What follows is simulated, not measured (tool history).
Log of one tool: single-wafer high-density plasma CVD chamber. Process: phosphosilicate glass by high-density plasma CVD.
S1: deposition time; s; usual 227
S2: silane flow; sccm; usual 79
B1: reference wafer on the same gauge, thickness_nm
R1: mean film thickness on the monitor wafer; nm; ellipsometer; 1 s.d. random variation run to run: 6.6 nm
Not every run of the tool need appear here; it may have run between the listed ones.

run,hour,S1,S2,B1,R1
1,0.0,227,87,2210.599,2042.277
2,55.6,227,79,2209.950,1866.001
3,92.4,227,79,2209.426,1875.826
4,160.9,227,79,2209.142,1883.684
5,227.9,227,79,2209.915,1880.165
6,264.5,227,71,2209.893,1729.306
7,298.8,227,71,2210.468,1723.823
8,335.2,237,86,2210.018,2131.501
9,388.7,227,88,2210.720,2070.727
10,534.8,227,88,2212.348,2067.665
11,582.0,227,90,2210.880,2109.964
12,643.1,227,90,2211.731,2107.094
13,667.4,245,79,2210.318,2042.990
14,727.3,191,87,2209.553,1718.403
15,766.8,245,79,2210.233,2024.399
16,825.5,227,79,2210.496,1887.346
17,894.4,207,87,2209.323,1885.357
18,948.4,251,79,2209.486,2102.901
19,1017.1,196,74,2210.311,1549.318
# hour 1075.8: gauge calibrated
# hour 1089.4: silane flow controller replaced
20,1089.9,227,79,2211.667,1863.794
21,1146.0,227,79,2209.728,1873.174
22,1196.6,189,94,2210.596,1818.623
23,1267.9,188,88,2208.945,1701.006
24,1326.6,185,90,2209.868,1701.378
25,1456.6,227,91,2210.113,2127.506
26,1516.1,253,79,2209.361,2084.712

What if the next run were any one of these 5? Each begins from the tool's condition after run 26:
A,1516.6,227,95,?,?
B,1516.6,253,83,?,?
C,1516.6,216,79,?,?
D,1516.6,263,65,?,?
E,1516.6,210,69,?,?

run,B1,R1
A,2210.541,2188.819
B,2210.541,2167.654
C,2210.541,1773.276
D,2210.541,1829.413
E,2210.541,1535.968
Without the tool's hidden state the same runs would have given:
run,R1
A,2173.333
B,2152.318
C,1760.730
D,1816.470
E,1525.101

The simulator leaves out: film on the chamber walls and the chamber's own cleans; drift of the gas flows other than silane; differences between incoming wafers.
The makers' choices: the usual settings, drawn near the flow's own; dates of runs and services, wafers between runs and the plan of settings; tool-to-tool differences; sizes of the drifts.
